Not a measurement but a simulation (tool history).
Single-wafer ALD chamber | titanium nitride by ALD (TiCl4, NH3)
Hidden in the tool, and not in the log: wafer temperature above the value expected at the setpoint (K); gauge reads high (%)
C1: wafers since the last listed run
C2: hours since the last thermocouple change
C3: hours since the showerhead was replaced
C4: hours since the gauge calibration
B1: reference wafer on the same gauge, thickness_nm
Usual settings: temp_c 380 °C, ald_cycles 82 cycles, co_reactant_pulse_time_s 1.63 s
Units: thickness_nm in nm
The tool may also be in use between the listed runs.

{"run": 1, "hour": 0.0, "temp_c": 380, "ald_cycles": 73, "co_reactant_pulse_time_s": 1.63, "C1": 0, "C2": 1401.1, "C3": 5652.8, "C4": 440.4, "B1": 1.632, "thickness_nm": 1.592}
{"run": 2, "hour": 26.2, "temp_c": 384, "ald_cycles": 82, "co_reactant_pulse_time_s": 1.63, "C1": 68, "C2": 1427.3, "C3": 5679, "C4": 466.6, "B1": 1.632, "thickness_nm": 1.788}
{"run": 3, "hour": 75.0, "temp_c": 384, "ald_cycles": 82, "co_reactant_pulse_time_s": 1.63, "C1": 128, "C2": 1476.1, "C3": 5727.8, "C4": 515.4, "B1": 1.634, "thickness_nm": 1.796}
{"run": 4, "hour": 124.5, "temp_c": 384, "ald_cycles": 82, "co_reactant_pulse_time_s": 1.63, "C1": 130, "C2": 1525.6, "C3": 5777.3, "C4": 564.9, "B1": 1.636, "thickness_nm": 1.797}
{"run": 5, "hour": 194.8, "temp_c": 380, "ald_cycles": 82, "co_reactant_pulse_time_s": 1.44, "C1": 185, "C2": 1595.9, "C3": 5847.6, "C4": 635.2, "B1": 1.638, "thickness_nm": 1.772}
{"run": 6, "hour": 224.0, "temp_c": 380, "ald_cycles": 75, "co_reactant_pulse_time_s": 1.63, "C1": 76, "C2": 1625.1, "C3": 5876.8, "C4": 664.4, "B1": 1.638, "thickness_nm": 1.637}
{"run": 7, "hour": 258.0, "temp_c": 380, "ald_cycles": 82, "co_reactant_pulse_time_s": 1.11, "C1": 89, "C2": 1659.1, "C3": 5910.8, "C4": 698.4, "B1": 1.638, "thickness_nm": 1.73}
{"run": 8, "hour": 408.8, "temp_c": 380, "ald_cycles": 82, "co_reactant_pulse_time_s": 1.11, "C1": 396, "C2": 1809.9, "C3": 6061.6, "C4": 849.2, "B1": 1.642, "thickness_nm": 1.731}
{"run": 9, "hour": 447.3, "temp_c": 380, "ald_cycles": 82, "co_reactant_pulse_time_s": 1.63, "C1": 101, "C2": 1848.4, "C3": 6100.1, "C4": 887.7, "B1": 1.642, "thickness_nm": 1.794}
{"run": 10, "hour": 514.3, "temp_c": 375, "ald_cycles": 82, "co_reactant_pulse_time_s": 1.42, "C1": 176, "C2": 1915.4, "C3": 6167.1, "C4": 954.7, "B1": 1.643, "thickness_nm": 1.772}
{"run": 11, "hour": 540.9, "temp_c": 375, "ald_cycles": 82, "co_reactant_pulse_time_s": 1.42, "C1": 70, "C2": 1942, "C3": 6193.7, "C4": 981.3, "B1": 1.643, "thickness_nm": 1.762}
{"run": 12, "hour": 605.6, "temp_c": 380, "ald_cycles": 82, "co_reactant_pulse_time_s": 1.63, "C1": 170, "C2": 2006.7, "C3": 6258.4, "C4": 1046, "B1": 1.645, "thickness_nm": 1.793}
{"run": 13, "hour": 648.9, "temp_c": 380, "ald_cycles": 82, "co_reactant_pulse_time_s": 1.63, "C1": 113, "C2": 2050, "C3": 6301.7, "C4": 1089.3, "B1": 1.645, "thickness_nm": 1.808}
{"run": 14, "hour": 707.3, "temp_c": 380, "ald_cycles": 82, "co_reactant_pulse_time_s": 1.63, "C1": 153, "C2": 2108.4, "C3": 6360.1, "C4": 1147.7, "B1": 1.646, "thickness_nm": 1.796}
{"run": 15, "hour": 765.0, "temp_c": 380, "ald_cycles": 82, "co_reactant_pulse_time_s": 1.63, "C1": 151, "C2": 2166.1, "C3": 6417.8, "C4": 1205.4, "B1": 1.648, "thickness_nm": 1.806}
{"run": 16, "hour": 822.7, "temp_c": 380, "ald_cycles": 69, "co_reactant_pulse_time_s": 1.63, "C1": 151, "C2": 2223.8, "C3": 6475.5, "C4": 1263.1, "B1": 1.648, "thickness_nm": 1.52}
{"run": 17, "hour": 889.0, "temp_c": 380, "ald_cycles": 69, "co_reactant_pulse_time_s": 1.63, "C1": 174, "C2": 2290.1, "C3": 6541.8, "C4": 1329.4, "B1": 1.648, "thickness_nm": 1.519}
{"run": 18, "hour": 933.5, "temp_c": 380, "ald_cycles": 82, "co_reactant_pulse_time_s": 1.63, "C1": 117, "C2": 2334.6, "C3": 6586.3, "C4": 1373.9, "B1": 1.648, "thickness_nm": 1.815}
{"run": 19, "hour": 974.5, "temp_c": 391, "ald_cycles": 72, "co_reactant_pulse_time_s": 1.31, "C1": 107, "C2": 2375.6, "C3": 6627.3, "C4": 1414.9, "B1": 1.648, "thickness_nm": 1.576}
{"run": 20, "hour": 1026.1, "temp_c": 380, "ald_cycles": 82, "co_reactant_pulse_time_s": 1.63, "C1": 135, "C2": 2427.2, "C3": 6678.9, "C4": 1466.5, "B1": 1.649, "thickness_nm": 1.802}
{"run": 21, "hour": 1091.1, "temp_c": 380, "ald_cycles": 96, "co_reactant_pulse_time_s": 1.63, "C1": 171, "C2": 2492.2, "C3": 6743.9, "C4": 1531.5, "B1": 1.648, "thickness_nm": 2.107}
{"run": 22, "hour": 1130.7, "temp_c": 380, "ald_cycles": 86, "co_reactant_pulse_time_s": 2.17, "C1": 104, "C2": 2531.8, "C3": 6783.5, "C4": 1571.1, "B1": 1.649, "thickness_nm": 1.932}
{"hour": 1153.5, "done": "thermocouple changed; heater temperature recalibrated"}
{"run": 23, "hour": 1173.5, "temp_c": 375, "ald_cycles": 82, "co_reactant_pulse_time_s": 1.42, "C1": 91, "C2": 20, "C3": 6826.3, "C4": 1613.9, "B1": 1.65, "thickness_nm": 1.778}
{"run": 24, "hour": 1208.8, "temp_c": 366, "ald_cycles": 72, "co_reactant_pulse_time_s": 2.25, "C1": 92, "C2": 55.3, "C3": 6861.6, "C4": 1649.2, "B1": 1.651, "thickness_nm": 1.596}
{"run": 25, "hour": 1245.5, "temp_c": 370, "ald_cycles": 82, "co_reactant_pulse_time_s": 1.37, "C1": 96, "C2": 92, "C3": 6898.3, "C4": 1685.9, "B1": 1.65, "thickness_nm": 1.753}
{"run": 26, "hour": 1296.0, "temp_c": 376, "ald_cycles": 82, "co_reactant_pulse_time_s": 0.98, "C1": 132, "C2": 142.5, "C3": 6948.8, "C4": 1736.4, "B1": 1.65, "thickness_nm": 1.696}
{"hour": 1367.8, "done": "showerhead replaced"}
{"run": 27, "hour": 1368.3, "temp_c": 380, "ald_cycles": 75, "co_reactant_pulse_time_s": 1.63, "C1": 169, "C2": 214.8, "C3": 0.5, "C4": 1808.7, "B1": 1.65, "thickness_nm": 1.662}
{"hour": 1385.2, "done": "gauge calibrated"}
{"run": 28, "hour": 1405.5, "temp_c": 386, "ald_cycles": 92, "co_reactant_pulse_time_s": 1.63, "C1": 97, "C2": 252, "C3": 37.7, "C4": 20.3, "B1": 1.61, "thickness_nm": 1.994}
{"run": 29, "hour": 1437.4, "temp_c": 380, "ald_cycles": 82, "co_reactant_pulse_time_s": 1.63, "C1": 83, "C2": 283.9, "C3": 69.6, "C4": 52.2, "B1": 1.611, "thickness_nm": 1.761}
{"run": 30, "hour": 1496.4, "temp_c": 387, "ald_cycles": 72, "co_reactant_pulse_time_s": 1.63, "C1": 155, "C2": 342.9, "C3": 128.6, "C4": 111.2, "B1": 1.614, "thickness_nm": 1.563}
{"run": 31, "hour": 1558.0, "temp_c": 387, "ald_cycles": 74, "co_reactant_pulse_time_s": 1.63, "C1": 162, "C2": 404.5, "C3": 190.2, "C4": 172.8, "B1": 1.618, "thickness_nm": 1.618}
{"run": 32, "hour": 1611.9, "temp_c": 380, "ald_cycles": 82, "co_reactant_pulse_time_s": 1.63, "C1": 141, "C2": 458.4, "C3": 244.1, "C4": 226.7, "B1": 1.621, "thickness_nm": 1.772}
{"run": 33, "hour": 1649.7, "temp_c": 394, "ald_cycles": 82, "co_reactant_pulse_time_s": 1.42, "C1": 99, "C2": 496.2, "C3": 281.9, "C4": 264.5, "B1": 1.621, "thickness_nm": 1.785}
{"run": 34, "hour": 1682.8, "temp_c": 380, "ald_cycles": 82, "co_reactant_pulse_time_s": 1.63, "C1": 87, "C2": 529.3, "C3": 315, "C4": 297.6, "B1": 1.623, "thickness_nm": 1.774}
{"run": 35, "hour": 1785.3, "temp_c": 389, "ald_cycles": 95, "co_reactant_pulse_time_s": 1.63, "C1": 269, "C2": 631.8, "C3": 417.5, "C4": 400.1, "B1": 1.626, "thickness_nm": 2.08}
{"run": 36, "hour": 1829.9, "temp_c": 380, "ald_cycles": 82, "co_reactant_pulse_time_s": 1.63, "C1": 117, "C2": 676.4, "C3": 462.1, "C4": 444.7, "B1": 1.628, "thickness_nm": 1.775}
{"run": 37, "hour": 1855.6, "temp_c": 380, "ald_cycles": 82, "co_reactant_pulse_time_s": 1.92, "C1": 67, "C2": 702.1, "C3": 487.8, "C4": 470.4, "B1": 1.629, "thickness_nm": 1.804}
{"run": 38, "hour": 1897.2, "temp_c": 394, "ald_cycles": 82, "co_reactant_pulse_time_s": 1.93, "C1": 109, "C2": 743.7, "C3": 529.4, "C4": 512, "B1": 1.63, "thickness_nm": 1.816}
{"run": 39, "hour": 1946.5, "temp_c": 380, "ald_cycles": 82, "co_reactant_pulse_time_s": 1.63, "C1": 129, "C2": 793, "C3": 578.7, "C4": 561.3, "B1": 1.631, "thickness_nm": 1.783}

5 ways to go on from here, each from the tool as it stands after run 39. What would each give?
{"run": "A", "hour": 1947.1, "temp_c": 388, "ald_cycles": 82, "co_reactant_pulse_time_s": 1.63, "C1": 1, "C2": 793.6, "C3": 579.3, "C4": 561.9, "B1": "?", "thickness_nm": "?"}
{"run": "B", "hour": 1947.1, "temp_c": 395, "ald_cycles": 66, "co_reactant_pulse_time_s": 1.97, "C1": 1, "C2": 793.6, "C3": 579.3, "C4": 561.9, "B1": "?", "thickness_nm": "?"}
{"run": "C", "hour": 1947.1, "temp_c": 380, "ald_cycles": 82, "co_reactant_pulse_time_s": 1.82, "C1": 1, "C2": 793.6, "C3": 579.3, "C4": 561.9, "B1": "?", "thickness_nm": "?"}
{"run": "D", "hour": 1947.1, "temp_c": 393, "ald_cycles": 77, "co_reactant_pulse_time_s": 1.33, "C1": 1, "C2": 793.6, "C3": 579.3, "C4": 561.9, "B1": "?", "thickness_nm": "?"}
{"run": "E", "hour": 1947.1, "temp_c": 370, "ald_cycles": 70, "co_reactant_pulse_time_s": 1.3, "C1": 1, "C2": 793.6, "C3": 579.3, "C4": 561.9, "B1": "?", "thickness_nm": "?"}

run=A B1=1.632 thickness_nm=1.795
run=B B1=1.632 thickness_nm=1.471
run=C B1=1.632 thickness_nm=1.796
run=D B1=1.632 thickness_nm=1.669
run=E B1=1.632 thickness_nm=1.465
Without the tool's hidden state the same runs would have given:
run=A thickness_nm=1.771
run=B thickness_nm=1.451
run=C thickness_nm=1.772
run=D thickness_nm=1.647
run=E thickness_nm=1.445

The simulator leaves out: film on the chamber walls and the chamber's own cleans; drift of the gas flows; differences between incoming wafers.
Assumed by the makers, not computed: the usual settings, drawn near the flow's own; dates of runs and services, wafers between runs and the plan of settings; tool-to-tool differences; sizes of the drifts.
